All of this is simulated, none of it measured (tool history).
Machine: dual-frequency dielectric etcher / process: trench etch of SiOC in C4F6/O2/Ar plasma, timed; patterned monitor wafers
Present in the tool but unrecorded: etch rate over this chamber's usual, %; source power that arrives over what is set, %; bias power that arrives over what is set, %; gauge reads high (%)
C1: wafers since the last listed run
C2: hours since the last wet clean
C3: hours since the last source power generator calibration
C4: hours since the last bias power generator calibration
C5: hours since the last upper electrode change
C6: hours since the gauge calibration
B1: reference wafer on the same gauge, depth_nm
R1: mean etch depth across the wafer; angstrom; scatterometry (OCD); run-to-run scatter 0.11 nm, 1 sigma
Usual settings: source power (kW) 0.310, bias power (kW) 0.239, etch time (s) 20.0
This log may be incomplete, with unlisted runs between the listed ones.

{"run": 1, "hour": 0.0, "source power (kW)": 0.31, "bias power (kW)": 0.239, "etch time (s)": 18.0, "C1": 0, "C2": 106.2, "C3": 3446.0, "C4": 1125.9, "C5": 4318.0, "C6": 380.7, "B1": 44.6, "R1": 350.2}
{"run": 2, "hour": 41.1, "source power (kW)": 0.31, "bias power (kW)": 0.239, "etch time (s)": 18.0, "C1": 444, "C2": 147.3, "C3": 3487.1, "C4": 1167.0, "C5": 4359.1, "C6": 421.8, "B1": 44.62, "R1": 350.0}
{"run": 3, "hour": 78.7, "source power (kW)": 0.31, "bias power (kW)": 0.239, "etch time (s)": 20.0, "C1": 406, "C2": 184.9, "C3": 3524.7, "C4": 1204.6, "C5": 4396.7, "C6": 459.4, "B1": 44.58, "R1": 386.1}
{"run": 4, "hour": 103.9, "source power (kW)": 0.31, "bias power (kW)": 0.239, "etch time (s)": 20.0, "C1": 272, "C2": 210.1, "C3": 3549.9, "C4": 1229.8, "C5": 4421.9, "C6": 484.6, "B1": 44.56, "R1": 390.8}
{"run": 5, "hour": 152.5, "source power (kW)": 0.31, "bias power (kW)": 0.239, "etch time (s)": 20.0, "C1": 525, "C2": 258.7, "C3": 3598.5, "C4": 1278.4, "C5": 4470.5, "C6": 533.2, "B1": 44.62, "R1": 387.5}
{"run": 6, "hour": 205.3, "source power (kW)": 0.31, "bias power (kW)": 0.239, "etch time (s)": 20.0, "C1": 571, "C2": 311.5, "C3": 3651.3, "C4": 1331.2, "C5": 4523.3, "C6": 586.0, "B1": 44.56, "R1": 388.2}
{"run": 7, "hour": 244.2, "source power (kW)": 0.31, "bias power (kW)": 0.239, "etch time (s)": 20.0, "C1": 420, "C2": 350.4, "C3": 3690.2, "C4": 1370.1, "C5": 4562.2, "C6": 624.9, "B1": 44.58, "R1": 386.8}
{"hour": 279.4, "done": "wet clean of the chamber"}
{"run": 8, "hour": 281.5, "source power (kW)": 0.31, "bias power (kW)": 0.239, "etch time (s)": 20.0, "C1": 143, "C2": 2.1, "C3": 3727.5, "C4": 1407.4, "C5": 4599.5, "C6": 662.2, "B1": 44.6, "R1": 387.1}
{"run": 9, "hour": 306.2, "source power (kW)": 0.31, "bias power (kW)": 0.239, "etch time (s)": 20.0, "C1": 267, "C2": 26.8, "C3": 3752.2, "C4": 1432.1, "C5": 4624.2, "C6": 686.9, "B1": 44.58, "R1": 388.8}
{"run": 10, "hour": 345.5, "source power (kW)": 0.31, "bias power (kW)": 0.239, "etch time (s)": 20.0, "C1": 425, "C2": 66.1, "C3": 3791.5, "C4": 1471.4, "C5": 4663.5, "C6": 726.2, "B1": 44.66, "R1": 387.2}
{"run": 11, "hour": 387.7, "source power (kW)": 0.34, "bias power (kW)": 0.239, "etch time (s)": 15.5, "C1": 456, "C2": 108.3, "C3": 3833.7, "C4": 1513.6, "C5": 4705.7, "C6": 768.4, "B1": 44.59, "R1": 316.8}
{"run": 12, "hour": 421.7, "source power (kW)": 0.34, "bias power (kW)": 0.239, "etch time (s)": 15.5, "C1": 367, "C2": 142.3, "C3": 3867.7, "C4": 1547.6, "C5": 4739.7, "C6": 802.4, "B1": 44.65, "R1": 317.4}
{"run": 13, "hour": 475.4, "source power (kW)": 0.34, "bias power (kW)": 0.239, "etch time (s)": 15.5, "C1": 580, "C2": 196.0, "C3": 3921.4, "C4": 1601.3, "C5": 4793.4, "C6": 856.1, "B1": 44.64, "R1": 317.2}
{"run": 14, "hour": 517.9, "source power (kW)": 0.25, "bias power (kW)": 0.239, "etch time (s)": 20.0, "C1": 459, "C2": 238.5, "C3": 3963.9, "C4": 1643.8, "C5": 4835.9, "C6": 898.6, "B1": 44.59, "R1": 338.7}
{"run": 15, "hour": 571.5, "source power (kW)": 0.31, "bias power (kW)": 0.204, "etch time (s)": 20.0, "C1": 579, "C2": 292.1, "C3": 4017.5, "C4": 1697.4, "C5": 4889.5, "C6": 952.2, "B1": 44.57, "R1": 363.1}
{"hour": 626.3, "done": "source power generator calibrated"}
{"run": 16, "hour": 641.3, "source power (kW)": 0.31, "bias power (kW)": 0.279, "etch time (s)": 20.0, "C1": 711, "C2": 361.9, "C3": 15.0, "C4": 1767.2, "C5": 4959.3, "C6": 1022.0, "B1": 44.66, "R1": 415.5}
{"hour": 718.4, "done": "wet clean of the chamber"}
{"run": 17, "hour": 718.9, "source power (kW)": 0.24, "bias power (kW)": 0.277, "etch time (s)": 25.5, "C1": 579, "C2": 0.5, "C3": 92.6, "C4": 1844.8, "C5": 5036.9, "C6": 1099.6, "B1": 44.59, "R1": 442.7}
{"hour": 727.2, "done": "bias power generator calibrated"}
{"run": 18, "hour": 751.6, "source power (kW)": 0.34, "bias power (kW)": 0.239, "etch time (s)": 15.5, "C1": 310, "C2": 33.2, "C3": 125.3, "C4": 24.4, "C5": 5069.6, "C6": 1132.3, "B1": 44.64, "R1": 317.6}
{"run": 19, "hour": 805.2, "source power (kW)": 0.24, "bias power (kW)": 0.213, "etch time (s)": 17.5, "C1": 579, "C2": 86.8, "C3": 178.9, "C4": 78.0, "C5": 5123.2, "C6": 1185.9, "B1": 44.6, "R1": 271.5}
{"hour": 843.2, "done": "gauge calibrated"}
{"run": 20, "hour": 866.8, "source power (kW)": 0.35, "bias power (kW)": 0.186, "etch time (s)": 15.5, "C1": 666, "C2": 148.4, "C3": 240.5, "C4": 139.6, "C5": 5184.8, "C6": 23.6, "B1": 44.59, "R1": 292.3}
{"run": 21, "hour": 918.2, "source power (kW)": 0.31, "bias power (kW)": 0.239, "etch time (s)": 18.0, "C1": 555, "C2": 199.8, "C3": 291.9, "C4": 191.0, "C5": 5236.2, "C6": 75.0, "B1": 44.65, "R1": 349.8}
{"hour": 962.1, "done": "upper electrode replaced"}
{"run": 22, "hour": 1008.5, "source power (kW)": 0.33, "bias power (kW)": 0.271, "etch time (s)": 25.5, "C1": 717, "C2": 290.1, "C3": 382.2, "C4": 281.3, "C5": 46.4, "C6": 165.3, "B1": 44.55, "R1": 538.3}
{"hour": 1093.5, "done": "wet clean of the chamber"}
{"run": 23, "hour": 1094.0, "source power (kW)": 0.27, "bias power (kW)": 0.257, "etch time (s)": 25.0, "C1": 665, "C2": 0.5, "C3": 467.7, "C4": 366.8, "C5": 131.9, "C6": 250.8, "B1": 44.58, "R1": 459.5}
{"run": 24, "hour": 1097.0, "source power (kW)": 0.31, "bias power (kW)": 0.239, "etch time (s)": 20.0, "C1": 32, "C2": 3.5, "C3": 470.7, "C4": 369.8, "C5": 134.9, "C6": 253.8, "B1": 44.62, "R1": 387.8}
{"run": 25, "hour": 1137.7, "source power (kW)": 0.31, "bias power (kW)": 0.239, "etch time (s)": 20.0, "C1": 440, "C2": 44.2, "C3": 511.4, "C4": 410.5, "C5": 175.6, "C6": 294.5, "B1": 44.62, "R1": 387.4}
{"run": 26, "hour": 1163.4, "source power (kW)": 0.29, "bias power (kW)": 0.284, "etch time (s)": 23.0, "C1": 277, "C2": 69.9, "C3": 537.1, "C4": 436.2, "C5": 201.3, "C6": 320.2, "B1": 44.63, "R1": 462.0}
{"run": 27, "hour": 1197.6, "source power (kW)": 0.37, "bias power (kW)": 0.193, "etch time (s)": 18.5, "C1": 369, "C2": 104.1, "C3": 571.3, "C4": 470.4, "C5": 235.5, "C6": 354.4, "B1": 44.54, "R1": 365.4}
{"run": 28, "hour": 1246.3, "source power (kW)": 0.27, "bias power (kW)": 0.257, "etch time (s)": 25.0, "C1": 526, "C2": 152.8, "C3": 620.0, "C4": 519.1, "C5": 284.2, "C6": 403.1, "B1": 44.65, "R1": 456.8}
{"run": 29, "hour": 1294.3, "source power (kW)": 0.25, "bias power (kW)": 0.239, "etch time (s)": 20.0, "C1": 519, "C2": 200.8, "C3": 668.0, "C4": 567.1, "C5": 332.2, "C6": 451.1, "B1": 44.61, "R1": 338.4}
{"run": 30, "hour": 1319.2, "source power (kW)": 0.31, "bias power (kW)": 0.239, "etch time (s)": 24.0, "C1": 269, "C2": 225.7, "C3": 692.9, "C4": 592.0, "C5": 357.1, "C6": 476.0, "B1": 44.62, "R1": 465.0}

Describe how what the log doesn't record of the tool's condition differs between the last listed run preceding each entry between runs and the first listed run following it.
From run 7 to run 8: wet clean of the chamber (hour 279.4)
  the hidden state is the same at both runs
From run 15 to run 16: source power generator calibrated (hour 626.3)
  the hidden state is the same at both runs
From run 16 to run 17: wet clean of the chamber (hour 718.4)
  the hidden state is the same at both runs
From run 17 to run 18: bias power generator calibrated (hour 727.2)
  the hidden state is the same at both runs
From run 19 to run 20: gauge calibrated (hour 843.2)
  the hidden state is the same at both runs
From run 21 to run 22: upper electrode replaced (hour 962.1)
  the hidden state is the same at both runs
From run 22 to run 23: wet clean of the chamber (hour 1093.5)
  the hidden state is the same at both runs
